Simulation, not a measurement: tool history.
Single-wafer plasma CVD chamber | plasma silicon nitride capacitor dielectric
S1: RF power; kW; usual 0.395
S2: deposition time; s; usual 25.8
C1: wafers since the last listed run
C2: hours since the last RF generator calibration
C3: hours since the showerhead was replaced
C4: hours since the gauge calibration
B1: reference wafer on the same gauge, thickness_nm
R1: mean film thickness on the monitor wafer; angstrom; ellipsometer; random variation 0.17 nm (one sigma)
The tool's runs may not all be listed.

run,hour,S1,S2,C1,C2,C3,C4,B1,R1
1,0.0,0.395,27.8,0,1630.6,5980.3,441.3,37.113,396.18
2,37.0,0.395,27.8,728,1667.6,6017.3,478.3,37.123,403.01
3,81.6,0.395,27.8,877,1712.2,6061.9,522.9,37.098,401.40
4,190.1,0.395,23.7,2135,1820.7,6170.4,631.4,37.131,340.29
5,224.9,0.395,25.8,684,1855.5,6205.2,666.2,37.135,368.04
6,273.5,0.415,25.8,956,1904.1,6253.8,714.8,37.137,380.08
# hour 275.0: gauge calibrated
7,320.5,0.415,25.8,924,1951.1,6300.8,45.5,37.117,377.77
8,381.6,0.395,25.8,1202,2012.2,6361.9,106.6,37.122,370.19
9,424.4,0.395,25.8,842,2055.0,6404.7,149.4,37.061,371.23
10,462.4,0.395,25.8,747,2093.0,6442.7,187.4,37.149,373.25
11,494.8,0.395,25.8,637,2125.4,6475.1,219.8,37.107,368.96
12,547.4,0.395,24.2,1035,2178.0,6527.7,272.4,37.081,346.20
# hour 589.2: showerhead replaced
13,605.1,0.395,25.8,978,2235.7,15.9,330.1,37.087,368.50
14,651.5,0.460,25.8,913,2282.1,62.3,376.5,37.036,399.09
15,705.0,0.350,27.1,1052,2335.6,115.8,430.0,37.061,367.09
16,769.7,0.395,25.8,1273,2400.3,180.5,494.7,37.175,372.10
17,833.0,0.395,25.8,1245,2463.6,243.8,558.0,37.120,368.65
# hour 855.1: RF generator calibrated
18,868.5,0.395,25.8,541,13.4,279.3,593.5,37.082,368.15
19,897.5,0.395,30.3,570,42.4,308.3,622.5,37.096,436.27
20,966.7,0.395,25.8,1361,111.6,377.5,691.7,37.128,370.74
# hour 997.9: gauge calibrated
21,1029.1,0.470,21.9,1227,174.0,439.9,31.2,37.053,340.64
22,1098.8,0.440,28.2,1371,243.7,509.6,100.9,37.139,426.73
23,1140.1,0.395,25.8,812,285.0,550.9,142.2,37.074,368.04
24,1175.1,0.440,25.8,688,320.0,585.9,177.2,37.100,391.28
25,1229.0,0.430,21.2,1060,373.9,639.8,231.1,37.111,316.91
26,1289.6,0.415,21.6,1192,434.5,700.4,291.7,37.098,317.19

5 ways to go on from here, each from the tool as it stands after run 26. What would each give?
A,1290.0,0.395,23.8,7,434.9,700.8,292.1,?,?
B,1290.0,0.435,28.3,7,434.9,700.8,292.1,?,?
C,1290.0,0.460,30.7,7,434.9,700.8,292.1,?,?
D,1290.0,0.420,21.7,7,434.9,700.8,292.1,?,?
E,1290.0,0.430,28.8,7,434.9,700.8,292.1,?,?

run,B1,R1
A,37.115,342.29
B,37.115,425.79
C,37.115,473.64
D,37.115,321.27
E,37.115,431.03
Without the tool's hidden state the same runs would have given:
run,R1
A,342.29
B,425.79
C,473.64
D,321.27
E,431.03
